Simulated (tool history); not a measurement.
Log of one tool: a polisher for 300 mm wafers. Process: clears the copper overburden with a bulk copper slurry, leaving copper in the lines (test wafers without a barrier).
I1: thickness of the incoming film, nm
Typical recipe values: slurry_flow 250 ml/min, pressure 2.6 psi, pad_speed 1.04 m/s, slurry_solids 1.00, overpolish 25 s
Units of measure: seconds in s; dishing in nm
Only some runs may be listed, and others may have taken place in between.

Run 1, hour 0.0: usual settings; I1 808.2. Result: seconds 88.6 s, dishing 81.8 nm.
Run 2, hour 55.4: usual settings but slurry_flow 195 ml/min; I1 817.1. Result: seconds 94.3 s, dishing 80.6 nm.
Run 3, hour 146.0: usual settings but pressure 3.3 psi; I1 809.6. Result: seconds 76.9 s, dishing 88.4 nm.
At hour 164.8: worn pad replaced by a new one.
Run 4, hour 203.2: usual settings but slurry_flow 215 ml/min, slurry_solids 0.90; I1 809.0. Result: seconds 79.9 s, dishing 79.5 nm.
Run 5, hour 246.5: usual settings; I1 814.9. Result: seconds 81.7 s, dishing 83.1 nm.
At hour 265.3: slurry blender recalibrated.
Run 6, hour 351.0: usual settings but overpolish 39 s; I1 809.1. Result: seconds 80.2 s, dishing 93.9 nm.
At hour 395.2: slurry nozzle cleaned.
Run 7, hour 427.0: usual settings; I1 805.8. Result: seconds 84.5 s, dishing 85.2 nm.
Run 8, hour 470.8: usual settings but slurry_flow 285 ml/min, slurry_solids 0.85; I1 795.5. Result: seconds 81.2 s, dishing 82.5 nm.
Run 9, hour 567.6: usual settings but overpolish 15 s; I1 821.7. Result: seconds 83.2 s, dishing 66.1 nm.
Run 10, hour 627.6: usual settings but slurry_flow 300 ml/min, slurry_solids 1.25, overpolish 36 s; I1 809.4. Result: seconds 78.2 s, dishing 90.5 nm.
Run 11, hour 696.2: usual settings but slurry_flow 320 ml/min, pad_speed 1.26 m/s, overpolish 38 s; I1 803.0. Result: seconds 66.2 s, dishing 93.7 nm.
Run 12, hour 773.5: usual settings but pressure 1.9 psi, overpolish 31 s; I1 795.7. Result: seconds 99.9 s, dishing 79.1 nm.
At hour 860.8: worn pad replaced by a new one.
Run 13, hour 861.3: usual settings; I1 810.7. Result: seconds 75.7 s, dishing 83.9 nm.
Run 14, hour 930.4: usual settings but pressure 3.4 psi, pad_speed 0.70 m/s, slurry_solids 1.20; I1 812.7. Result: seconds 97.1 s, dishing 83.2 nm.
Run 15, hour 1030.2: usual settings; I1 809.9. Result: seconds 78.1 s, dishing 83.9 nm.
Run 16, hour 1084.8: usual settings but slurry_flow 330 ml/min, overpolish 11 s; I1 800.8. Result: seconds 76.9 s, dishing 57.8 nm.
At hour 1098.8: head pressure recalibrated.
At hour 1130.2: slurry blender recalibrated.
At hour 1160.8: slurry nozzle cleaned.
Run 17, hour 1170.5: usual settings but pad_speed 1.30 m/s; I1 798.8. Result: seconds 65.0 s, dishing 88.9 nm.
Run 18, hour 1229.0: usual settings but pad_speed 0.82 m/s; I1 812.2. Result: seconds 110.4 s, dishing 75.0 nm.
Run 19, hour 1327.8: usual settings but pad_speed 1.16 m/s, slurry_solids 1.20; I1 802.9. Result: seconds 77.4 s, dishing 85.2 nm.
Run 20, hour 1434.2: usual settings but slurry_flow 195 ml/min, pad_speed 0.76 m/s, slurry_solids 1.10; I1 814.3. Result: seconds 119.9 s, dishing 68.4 nm.
Run 21, hour 1713.2: usual settings but overpolish 38 s; I1 817.2. Result: seconds 90.1 s, dishing 90.0 nm.
At hour 1749.7: worn pad replaced by a new one.
Run 22, hour 1790.8: usual settings but slurry_flow 290 ml/min, pressure 1.8 psi, slurry_solids 0.85, overpolish 10 s; I1 826.3. Result: seconds 99.2 s, dishing 45.7 nm.
At hour 1806.9: slurry blender recalibrated.
Run 23, hour 1862.9: usual settings but pressure 3.0 psi, slurry_solids 1.15; I1 807.2. Result: seconds 73.0 s, dishing 87.3 nm.
At hour 1897.8: slurry nozzle cleaned.
Run 24, hour 1943.5: usual settings but slurry_flow 215 ml/min, overpolish 16 s; I1 809.2. Result: seconds 84.4 s, dishing 67.4 nm.
Run 25, hour 2012.1: usual settings but pad_speed 0.88 m/s, overpolish 38 s; I1 814.3. Result: seconds 97.1 s, dishing 89.0 nm.
Run 26, hour 2056.4: usual settings but pressure 2.2 psi; I1 819.6. Result: seconds 91.4 s, dishing 78.4 nm.
Run 27, hour 2111.7: usual settings; I1 801.6. Result: seconds 80.9 s, dishing 80.5 nm.

Below, some changes in seconds between adjacent runs. For each, the amount present without the hidden state too (settings, incoming material, random variation) and the amount remaining for the hidden state with gauge scatter not shared by both compared results:
Hidden conditions of the tool in this case: removal rate lost through wear of the pad, %; slurry flow missing at the pad, %; deviation of the head's pressure from its setpoint, %; abrasive missing from the slurry, %.
Run 12 -> 13: pressure 1.9 -> 2.6, overpolish 31 -> 25, worn pad replaced by a new one. seconds -24.2 s: hidden state -8.3, all else -15.9.
Run 17 -> 18: pad_speed 1.30 -> 0.82. seconds +45.4 s: hidden state +2.1, all else +43.3.
Run 19 -> 20: slurry_flow 250 -> 195, pad_speed 1.16 -> 0.76, slurry_solids 1.20 -> 1.10. seconds +42.5 s: hidden state +3.3, all else +39.2.
Run 21 -> 22: slurry_flow 250 -> 290, pressure 2.6 -> 1.8, slurry_solids 1.00 -> 0.85, overpolish 38 -> 10, worn pad replaced by a new one. seconds +9.1 s: hidden state -10.2, all else +19.3.
